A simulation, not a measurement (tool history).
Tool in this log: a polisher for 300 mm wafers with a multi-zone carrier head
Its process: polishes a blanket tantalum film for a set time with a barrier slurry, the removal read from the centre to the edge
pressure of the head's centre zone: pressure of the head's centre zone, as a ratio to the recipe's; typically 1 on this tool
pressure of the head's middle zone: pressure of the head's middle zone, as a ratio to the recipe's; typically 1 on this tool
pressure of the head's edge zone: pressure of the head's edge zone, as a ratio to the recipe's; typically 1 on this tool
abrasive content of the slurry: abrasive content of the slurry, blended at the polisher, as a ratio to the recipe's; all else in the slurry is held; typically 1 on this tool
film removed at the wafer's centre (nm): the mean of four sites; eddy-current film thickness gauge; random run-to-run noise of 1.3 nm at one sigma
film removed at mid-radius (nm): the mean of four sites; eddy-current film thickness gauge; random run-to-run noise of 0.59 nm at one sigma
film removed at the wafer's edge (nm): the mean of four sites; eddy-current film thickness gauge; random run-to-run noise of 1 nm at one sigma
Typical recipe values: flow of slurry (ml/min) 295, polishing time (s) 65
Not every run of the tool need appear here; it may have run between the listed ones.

run     day  flow of slurry (ml/min)  pressure of the head's centre zone  pressure of the head's middle zone  pressure of the head's edge zone  abrasive content of the slurry  polishing time (s)  wafers since the last listed run  wafers polished on this pad  hours since the slurry nozzle was cleaned  hours since the centre zone pressure was calibrated  hours since the edge zone pressure was calibrated  hours since the carrier head's membrane was replaced  incoming thickness of the incoming film, nm  film removed at the wafer's centre (nm)  film removed at mid-radius (nm)  film removed at the wafer's edge (nm)
  1       0                      295                                   1                                   1                                 1                               1                  65                                 0                          730                                        114                                               1389.4                                              577.8                                                 826.4                                        400.3                                     81.3                             79.9                                     80
      1.192  -- worn pad replaced by a new one
  2   1.233                      295                                   1                                   1                                 1                               1                  65                               173                            6                                      143.6                                                 1419                                              607.4                                                   856                                        395.9                                     94.3                             89.7                                   92.1
  3   1.979                      295                                   1                                1.05                                 1                               1                  65                               121                          128                                      161.5                                               1436.9                                              625.3                                                 873.9                                        393.2                                     87.6                             89.4                                   88.5
  4   2.746                      295                                   1                                1.05                                 1                               1                  65                               125                          253                                      179.9                                               1455.3                                              643.7                                                 892.3                                        401.8                                     84.3                             85.6                                   86.2
  5   3.517                      295                                   1                                   1                              1.09                               1                  65                               125                          378                                      198.4                                               1473.8                                              662.2                                                 910.8                                        408.1                                     83.7                             82.2                                   84.1
  6     4.3                      295                                   1                                   1                              1.09                               1                  65                               127                          506                                      217.2                                               1492.6                                                681                                                 929.6                                        408.1                                     81.7                             79.4                                   85.3
      5.096  -- edge zone pressure recalibrated
  7   5.117                      295                                   1                                   1                              1.09                               1                  65                               119                          626                                      236.8                                               1512.2                                                0.5                                                 949.2                                        402.1                                     80.1                             79.4                                   82.9
       5.35  -- centre zone pressure recalibrated
  8    5.95                      295                                   1                                   1                                 1                             1.1                  65                               122                          748                                      256.8                                                 14.4                                               20.5                                                 969.2                                        401.2                                     82.2                             80.7                                   81.9
      6.683  -- worn pad replaced by a new one
  9   7.125                      295                                   1                                   1                                 1                             1.1                  65                               164                           71                                        285                                                 42.6                                               48.7                                                 997.4                                        397.5                                     87.6                             87.2                                   89.9
 10   7.754                      205                                   1                                1.09                              0.95                             1.1                  65                               102                          174                                      300.1                                                 57.7                                               63.8                                                1012.5                                        398.3                                     82.5                             85.7                                   79.9
 11   9.221                      385                                 1.1                                   1                                 1                               1                  57                               239                          413                                      335.3                                                 92.9                                                 99                                                1047.7                                        394.3                                     80.8                             70.9                                     73
 12   9.975                      295                                   1                                   1                                 1                               1                  49                               122                          536                                      353.4                                                  111                                              117.1                                                1065.8                                        403.2                                     59.9                             58.3                                   59.2
     10.462  -- carrier head's membrane replaced by a new one
 13  10.888                      295                                   1                                   1                                 1                             0.9                  65                               114                          651                                      375.3                                                132.9                                                139                                                  10.2                                        400.6                                       76                               74                                   77.6
     11.508  -- slurry nozzle cleaned
 14  11.858                      295                                   1                                   1                                 1                            0.75                  45                               151                          802                                        8.4                                                156.2                                              162.3                                                  33.5                                          400                                     52.4                             50.7                                     52
     12.275  -- worn pad replaced by a new one
 15  12.708                      380                                1.03                                   1                              1.04                            1.25                  65                               111                           70                                       28.8                                                176.6                                              182.7                                                  53.9                                        404.5                                    101.8                             94.4                                   96.4
 16  13.667                      325                                   1                                   1                                 1                               1                  65                               156                          227                                       51.8                                                199.6                                              205.7                                                  76.9                                        398.2                                     87.7                             85.1                                   86.3
 17  14.696                      295                                   1                                   1                              0.96                            1.25                  65                               167                          394                                       76.5                                                224.3                                              230.4                                                 101.6                                        403.4                                     87.2                             84.9                                     86
 18  15.354                      295                                   1                                   1                                 1                               1                  65                               107                          502                                       92.3                                                240.1                                              246.2                                                 117.4                                        399.4                                       84                             80.7                                   82.7
 19  16.092                      295                                   1                                   1                              1.09                               1                  65                               120                          622                                        110                                                257.8                                              263.9                                                 135.1                                        397.8                                     85.1                             79.3                                   82.5
     16.867  -- worn pad replaced by a new one
 20  17.175                      295                                   1                                   1                                 1                               1                  65                               149                           50                                        136                                                283.8                                              289.9                                                 161.1                                        403.3                                     89.4                             86.8                                   88.7
 21  18.558                      295                                1.04                                 1.1                                 1                               1                  48                               225                          275                                      169.2                                                  317                                              323.1                                                 194.3                                        400.4                                     63.6                               65                                   61.3
 22  19.175                      295                                   1                                0.89                                 1                               1                  65                               100                          376                                        184                                                331.8                                              337.9                                                 209.1                                        402.4                                     83.4                             73.1                                   81.8

Hidden state or all else? Some run-to-run changes of film removed at the wafer's centre (nm), split into what the settings, what came in and random variation would give without the hidden state, and what is left for the hidden state (with any gauge scatter that isn't in both results):
What the log doesn't record here: removal rate lost through wear of the pad, %; slurry flow missing at the pad, %; deviation of the centre zone's pressure from its setpoint, %; deviation of the edge zone's pressure from its setpoint, %.
Run 1 -> 2: worn pad replaced by a new one. film removed at the wafer's centre (nm) +13: hidden state +10.7, all else +2.3.
Run 14 -> 15: flow of slurry (ml/min) 295 -> 380, pressure of the head's centre zone 1 -> 1.03, pressure of the head's edge zone 1 -> 1.04, abrasive content of the slurry 0.75 -> 1.25, polishing time (s) 45 -> 65, worn pad replaced by a new one. film removed at the wafer's centre (nm) +49.4: hidden state +4.4, all else +45.
Run 19 -> 20: pressure of the head's edge zone 1.09 -> 1, worn pad replaced by a new one. film removed at the wafer's centre (nm) +4.3: hidden state +7.9, all else -3.6.
Run 20 -> 21: pressure of the head's centre zone 1 -> 1.04, pressure of the head's middle zone 1 -> 1.1, polishing time (s) 65 -> 48. film removed at the wafer's centre (nm) -25.8: hidden state -3.4, all else -22.4.
